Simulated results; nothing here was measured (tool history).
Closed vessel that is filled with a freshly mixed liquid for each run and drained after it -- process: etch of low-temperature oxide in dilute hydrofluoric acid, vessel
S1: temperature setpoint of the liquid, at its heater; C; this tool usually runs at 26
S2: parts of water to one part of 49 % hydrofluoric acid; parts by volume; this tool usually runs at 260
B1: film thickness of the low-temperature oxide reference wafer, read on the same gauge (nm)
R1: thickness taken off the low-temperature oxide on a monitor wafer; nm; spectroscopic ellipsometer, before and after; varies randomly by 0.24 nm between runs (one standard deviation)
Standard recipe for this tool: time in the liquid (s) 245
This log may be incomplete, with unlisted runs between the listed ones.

{"run": 1, "hour": 0.0, "S1": 26, "S2": 260, "time in the liquid (s)": 245, "B1": 80.04, "R1": 25.43}
{"run": 2, "hour": 95.4, "S1": 26, "S2": 260, "time in the liquid (s)": 245, "B1": 80.01, "R1": 25.45}
{"run": 3, "hour": 175.7, "S1": 26, "S2": 260, "time in the liquid (s)": 245, "B1": 79.99, "R1": 25.43}
{"run": 4, "hour": 236.4, "S1": 23, "S2": 360, "time in the liquid (s)": 245, "B1": 80.01, "R1": 14.93}
{"run": 5, "hour": 304.6, "S1": 23, "S2": 360, "time in the liquid (s)": 245, "B1": 79.99, "R1": 14.83}
{"run": 6, "hour": 406.7, "S1": 26, "S2": 260, "time in the liquid (s)": 285, "B1": 80.02, "R1": 29.81}
{"run": 7, "hour": 476.1, "S1": 26, "S2": 260, "time in the liquid (s)": 285, "B1": 80, "R1": 29.55}
{"run": 8, "hour": 555.4, "S1": 26, "S2": 260, "time in the liquid (s)": 245, "B1": 80.02, "R1": 25.62}
{"run": 9, "hour": 622.2, "S1": 26, "S2": 260, "time in the liquid (s)": 245, "B1": 79.99, "R1": 25.99}
{"run": 10, "hour": 684.7, "S1": 26, "S2": 260, "time in the liquid (s)": 245, "B1": 79.97, "R1": 25.82}
{"run": 11, "hour": 761.7, "S1": 26, "S2": 260, "time in the liquid (s)": 285, "B1": 80.04, "R1": 29.53}
{"run": 12, "hour": 837.7, "S1": 26, "S2": 260, "time in the liquid (s)": 245, "B1": 80.02, "R1": 25.02}
{"run": 13, "hour": 923.8, "S1": 26, "S2": 260, "time in the liquid (s)": 245, "B1": 80.01, "R1": 25.37}
{"run": 14, "hour": 1014.5, "S1": 26, "S2": 170, "time in the liquid (s)": 245, "B1": 79.98, "R1": 42.43}
{"run": 15, "hour": 1066.0, "S1": 29.5, "S2": 260, "time in the liquid (s)": 180, "B1": 79.96, "R1": 20.98}
{"run": 16, "hour": 1103.1, "S1": 26, "S2": 140, "time in the liquid (s)": 115, "B1": 80, "R1": 25.4}
{"run": 17, "hour": 1150.3, "S1": 26, "S2": 260, "time in the liquid (s)": 310, "B1": 80.02, "R1": 32.62}
{"run": 18, "hour": 1245.3, "S1": 28, "S2": 200, "time in the liquid (s)": 150, "B1": 80, "R1": 23.12}
{"run": 19, "hour": 1327.5, "S1": 26, "S2": 190, "time in the liquid (s)": 245, "B1": 80, "R1": 37.82}
{"run": 20, "hour": 1405.8, "S1": 21, "S2": 365, "time in the liquid (s)": 205, "B1": 80.01, "R1": 11.57}
{"run": 21, "hour": 1479.9, "S1": 26, "S2": 260, "time in the liquid (s)": 245, "B1": 80.01, "R1": 25.07}
{"run": 22, "hour": 1518.9, "S1": 24, "S2": 260, "time in the liquid (s)": 245, "B1": 79.98, "R1": 23.7}
{"run": 23, "hour": 1626.1, "S1": 28, "S2": 215, "time in the liquid (s)": 245, "B1": 80.03, "R1": 34.81}
{"run": 24, "hour": 1670.1, "S1": 26, "S2": 260, "time in the liquid (s)": 245, "B1": 79.99, "R1": 25.38}
{"run": 25, "hour": 1738.3, "S1": 26, "S2": 200, "time in the liquid (s)": 140, "B1": 79.99, "R1": 20.21}
{"run": 26, "hour": 1823.4, "S1": 26, "S2": 385, "time in the liquid (s)": 385, "B1": 79.99, "R1": 23.81}
{"run": 27, "hour": 1880.8, "S1": 26, "S2": 345, "time in the liquid (s)": 245, "B1": 80.01, "R1": 17.35}
{"run": 28, "hour": 1978.5, "S1": 24.5, "S2": 190, "time in the liquid (s)": 380, "B1": 80.01, "R1": 54.2}
{"run": 29, "hour": 2041.0, "S1": 26, "S2": 260, "time in the liquid (s)": 245, "B1": 79.97, "R1": 25.88}
{"run": 30, "hour": 2106.5, "S1": 21, "S2": 365, "time in the liquid (s)": 205, "B1": 80, "R1": 11.68}
{"run": 31, "hour": 2146.8, "S1": 30, "S2": 310, "time in the liquid (s)": 150, "B1": 80, "R1": 14.15}
{"run": 32, "hour": 2210.3, "S1": 26, "S2": 215, "time in the liquid (s)": 350, "B1": 80.02, "R1": 46.6}

Withheld: 7 entries from between the runs. Position of each, and hidden state at the listed run before versus the listed run after:
From run 2 to run 3: gauge calibrated (hour 164)
  no hidden state differs between the two runs
From run 3 to run 4: thermometer replaced (hour 216.9)
  no hidden state differs between the two runs
From run 7 to run 8: hydrofluoric acid flow meter replaced (hour 522.6)
  no hidden state differs between the two runs
From run 12 to run 13: thermometer replaced (hour 906.5)
  no hidden state differs between the two runs
From run 22 to run 23: thermometer replaced (hour 1526.4)
  no hidden state differs between the two runs
From run 29 to run 30: hydrofluoric acid flow meter replaced (hour 2049.7)
  no hidden state differs between the two runs
From run 31 to run 32: thermometer replaced (hour 2178.6)
  no hidden state differs between the two runs
